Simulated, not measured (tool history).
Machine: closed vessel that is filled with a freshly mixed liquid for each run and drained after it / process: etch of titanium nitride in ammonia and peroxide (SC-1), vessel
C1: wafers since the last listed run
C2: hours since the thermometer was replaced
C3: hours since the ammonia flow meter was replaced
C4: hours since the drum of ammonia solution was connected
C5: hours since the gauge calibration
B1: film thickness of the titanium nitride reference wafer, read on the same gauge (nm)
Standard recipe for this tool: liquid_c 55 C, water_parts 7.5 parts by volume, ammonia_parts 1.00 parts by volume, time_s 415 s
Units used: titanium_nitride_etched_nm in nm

{"run": 1, "hour": 0.0, "liquid_c": 55, "water_parts": 5.5, "ammonia_parts": 1.0, "time_s": 415, "C1": 0, "C2": 1312.2, "C3": 1164.8, "C4": 964.3, "C5": 8.9, "B1": 139.98, "titanium_nitride_etched_nm": 30.07}
{"run": 2, "hour": 11.3, "liquid_c": 48, "water_parts": 7.5, "ammonia_parts": 1.0, "time_s": 415, "C1": 1183, "C2": 1323.5, "C3": 1176.1, "C4": 975.6, "C5": 20.2, "B1": 139.99, "titanium_nitride_etched_nm": 16.22}
{"run": 3, "hour": 46.6, "liquid_c": 48, "water_parts": 7.5, "ammonia_parts": 1.0, "time_s": 415, "C1": 3698, "C2": 1358.8, "C3": 1211.4, "C4": 1010.9, "C5": 55.5, "B1": 140.04, "titanium_nitride_etched_nm": 16.15}
{"hour": 57.6, "done": "ammonia flow meter replaced"}
{"run": 4, "hour": 63.4, "liquid_c": 55, "water_parts": 7.5, "ammonia_parts": 1.0, "time_s": 415, "C1": 1655, "C2": 1375.6, "C3": 5.8, "C4": 1027.7, "C5": 72.3, "B1": 140.04, "titanium_nitride_etched_nm": 26.16}
{"hour": 66.0, "done": "new drum of ammonia solution connected"}
{"run": 5, "hour": 71.9, "liquid_c": 55, "water_parts": 7.5, "ammonia_parts": 1.0, "time_s": 415, "C1": 785, "C2": 1384.1, "C3": 14.3, "C4": 5.9, "C5": 80.8, "B1": 140.03, "titanium_nitride_etched_nm": 26.06}
{"run": 6, "hour": 84.0, "liquid_c": 55, "water_parts": 7.5, "ammonia_parts": 1.0, "time_s": 415, "C1": 1267, "C2": 1396.2, "C3": 26.4, "C4": 18.0, "C5": 92.9, "B1": 140.02, "titanium_nitride_etched_nm": 26.28}
{"run": 7, "hour": 108.6, "liquid_c": 55, "water_parts": 7.5, "ammonia_parts": 1.0, "time_s": 415, "C1": 2577, "C2": 1420.8, "C3": 51.0, "C4": 42.6, "C5": 117.5, "B1": 139.99, "titanium_nitride_etched_nm": 26.26}
{"run": 8, "hour": 117.2, "liquid_c": 55, "water_parts": 7.5, "ammonia_parts": 1.0, "time_s": 415, "C1": 901, "C2": 1429.4, "C3": 59.6, "C4": 51.2, "C5": 126.1, "B1": 139.95, "titanium_nitride_etched_nm": 26.71}
{"run": 9, "hour": 128.3, "liquid_c": 55, "water_parts": 7.5, "ammonia_parts": 1.0, "time_s": 415, "C1": 1163, "C2": 1440.5, "C3": 70.7, "C4": 62.3, "C5": 137.2, "B1": 139.99, "titanium_nitride_etched_nm": 26.24}
{"run": 10, "hour": 137.3, "liquid_c": 55, "water_parts": 7.5, "ammonia_parts": 1.0, "time_s": 415, "C1": 942, "C2": 1449.5, "C3": 79.7, "C4": 71.3, "C5": 146.2, "B1": 140.01, "titanium_nitride_etched_nm": 26.15}
{"run": 11, "hour": 145.4, "liquid_c": 55, "water_parts": 9.0, "ammonia_parts": 1.0, "time_s": 290, "C1": 848, "C2": 1457.6, "C3": 87.8, "C4": 79.4, "C5": 154.3, "B1": 140.0, "titanium_nitride_etched_nm": 16.49}
{"run": 12, "hour": 156.4, "liquid_c": 55, "water_parts": 7.5, "ammonia_parts": 1.15, "time_s": 330, "C1": 1152, "C2": 1468.6, "C3": 98.8, "C4": 90.4, "C5": 165.3, "B1": 140.0, "titanium_nitride_etched_nm": 21.14}
{"run": 13, "hour": 169.0, "liquid_c": 59, "water_parts": 10.5, "ammonia_parts": 1.0, "time_s": 415, "C1": 1320, "C2": 1481.2, "C3": 111.4, "C4": 103.0, "C5": 177.9, "B1": 140.03, "titanium_nitride_etched_nm": 29.17}
{"hour": 176.4, "done": "thermometer replaced"}
{"run": 14, "hour": 185.8, "liquid_c": 55, "water_parts": 7.5, "ammonia_parts": 1.0, "time_s": 280, "C1": 1655, "C2": 9.4, "C3": 128.2, "C4": 119.8, "C5": 194.7, "B1": 140.0, "titanium_nitride_etched_nm": 17.73}
{"run": 15, "hour": 194.1, "liquid_c": 55, "water_parts": 7.5, "ammonia_parts": 1.0, "time_s": 415, "C1": 869, "C2": 17.7, "C3": 136.5, "C4": 128.1, "C5": 203.0, "B1": 140.01, "titanium_nitride_etched_nm": 26.23}
{"run": 16, "hour": 211.5, "liquid_c": 55, "water_parts": 7.5, "ammonia_parts": 0.8, "time_s": 415, "C1": 1823, "C2": 35.1, "C3": 153.9, "C4": 145.5, "C5": 220.4, "B1": 140.0, "titanium_nitride_etched_nm": 25.59}
{"run": 17, "hour": 222.5, "liquid_c": 55, "water_parts": 7.5, "ammonia_parts": 0.7, "time_s": 415, "C1": 1152, "C2": 46.1, "C3": 164.9, "C4": 156.5, "C5": 231.4, "B1": 139.97, "titanium_nitride_etched_nm": 24.76}
{"run": 18, "hour": 231.6, "liquid_c": 55, "water_parts": 7.5, "ammonia_parts": 0.8, "time_s": 415, "C1": 953, "C2": 55.2, "C3": 174.0, "C4": 165.6, "C5": 240.5, "B1": 139.98, "titanium_nitride_etched_nm": 25.7}
{"hour": 243.2, "done": "gauge calibrated"}
{"run": 19, "hour": 245.0, "liquid_c": 55, "water_parts": 7.5, "ammonia_parts": 1.0, "time_s": 415, "C1": 1404, "C2": 68.6, "C3": 187.4, "C4": 179.0, "C5": 1.8, "B1": 139.99, "titanium_nitride_etched_nm": 26.38}
{"run": 20, "hour": 257.4, "liquid_c": 50, "water_parts": 9.0, "ammonia_parts": 1.0, "time_s": 415, "C1": 1299, "C2": 81.0, "C3": 199.8, "C4": 191.4, "C5": 14.2, "B1": 140.03, "titanium_nitride_etched_nm": 17.29}
{"run": 21, "hour": 264.8, "liquid_c": 64, "water_parts": 7.5, "ammonia_parts": 0.8, "time_s": 260, "C1": 775, "C2": 88.4, "C3": 207.2, "C4": 198.8, "C5": 21.6, "B1": 140.01, "titanium_nitride_etched_nm": 28.68}
{"run": 22, "hour": 273.7, "liquid_c": 50, "water_parts": 9.0, "ammonia_parts": 1.0, "time_s": 415, "C1": 932, "C2": 97.3, "C3": 216.1, "C4": 207.7, "C5": 30.5, "B1": 140.02, "titanium_nitride_etched_nm": 16.97}
{"run": 23, "hour": 287.5, "liquid_c": 55, "water_parts": 7.5, "ammonia_parts": 1.0, "time_s": 330, "C1": 1445, "C2": 111.1, "C3": 229.9, "C4": 221.5, "C5": 44.3, "B1": 139.99, "titanium_nitride_etched_nm": 20.92}
{"run": 24, "hour": 323.7, "liquid_c": 52, "water_parts": 7.5, "ammonia_parts": 1.2, "time_s": 415, "C1": 3792, "C2": 147.3, "C3": 266.1, "C4": 257.7, "C5": 80.5, "B1": 139.99, "titanium_nitride_etched_nm": 21.79}
{"run": 25, "hour": 332.0, "liquid_c": 48, "water_parts": 7.5, "ammonia_parts": 0.65, "time_s": 415, "C1": 869, "C2": 155.6, "C3": 274.4, "C4": 266.0, "C5": 88.8, "B1": 140.04, "titanium_nitride_etched_nm": 15.32}
{"run": 26, "hour": 338.9, "liquid_c": 55, "water_parts": 7.5, "ammonia_parts": 1.0, "time_s": 415, "C1": 722, "C2": 162.5, "C3": 281.3, "C4": 272.9, "C5": 95.7, "B1": 139.99, "titanium_nitride_etched_nm": 26.06}
{"run": 27, "hour": 347.9, "liquid_c": 55, "water_parts": 6.0, "ammonia_parts": 1.15, "time_s": 415, "C1": 942, "C2": 171.5, "C3": 290.3, "C4": 281.9, "C5": 104.7, "B1": 140.0, "titanium_nitride_etched_nm": 29.51}

Branching from run 27: 5 alternative next runs. What would each branch give?
{"run": "A", "hour": 348.7, "liquid_c": 52, "water_parts": 7.5, "ammonia_parts": 1.0, "time_s": 415, "C1": 83, "C2": 172.3, "C3": 291.1, "C4": 282.7, "C5": 105.5, "B1": "?", "titanium_nitride_etched_nm": "?"}
{"run": "B", "hour": 348.7, "liquid_c": 47, "water_parts": 7.5, "ammonia_parts": 1.0, "time_s": 245, "C1": 83, "C2": 172.3, "C3": 291.1, "C4": 282.7, "C5": 105.5, "B1": "?", "titanium_nitride_etched_nm": "?"}
{"run": "C", "hour": 348.7, "liquid_c": 60, "water_parts": 5.0, "ammonia_parts": 1.2, "time_s": 665, "C1": 83, "C2": 172.3, "C3": 291.1, "C4": 282.7, "C5": 105.5, "B1": "?", "titanium_nitride_etched_nm": "?"}
{"run": "D", "hour": 348.7, "liquid_c": 55, "water_parts": 7.5, "ammonia_parts": 1.2, "time_s": 560, "C1": 83, "C2": 172.3, "C3": 291.1, "C4": 282.7, "C5": 105.5, "B1": "?", "titanium_nitride_etched_nm": "?"}
{"run": "E", "hour": 348.7, "liquid_c": 55, "water_parts": 5.0, "ammonia_parts": 1.0, "time_s": 655, "C1": 83, "C2": 172.3, "C3": 291.1, "C4": 282.7, "C5": 105.5, "B1": "?", "titanium_nitride_etched_nm": "?"}

run=A B1=140.02 titanium_nitride_etched_nm=21.47
run=B B1=140.02 titanium_nitride_etched_nm=8.93
run=C B1=140.02 titanium_nitride_etched_nm=72.11
run=D B1=140.02 titanium_nitride_etched_nm=36.40
run=E B1=140.02 titanium_nitride_etched_nm=49.93
The same runs, with their run-to-run variation unchanged, on a tool lacking any hidden condition would have given:
run=A titanium_nitride_etched_nm=21.47
run=B titanium_nitride_etched_nm=8.93
run=C titanium_nitride_etched_nm=72.11
run=D titanium_nitride_etched_nm=36.40
run=E titanium_nitride_etched_nm=49.93

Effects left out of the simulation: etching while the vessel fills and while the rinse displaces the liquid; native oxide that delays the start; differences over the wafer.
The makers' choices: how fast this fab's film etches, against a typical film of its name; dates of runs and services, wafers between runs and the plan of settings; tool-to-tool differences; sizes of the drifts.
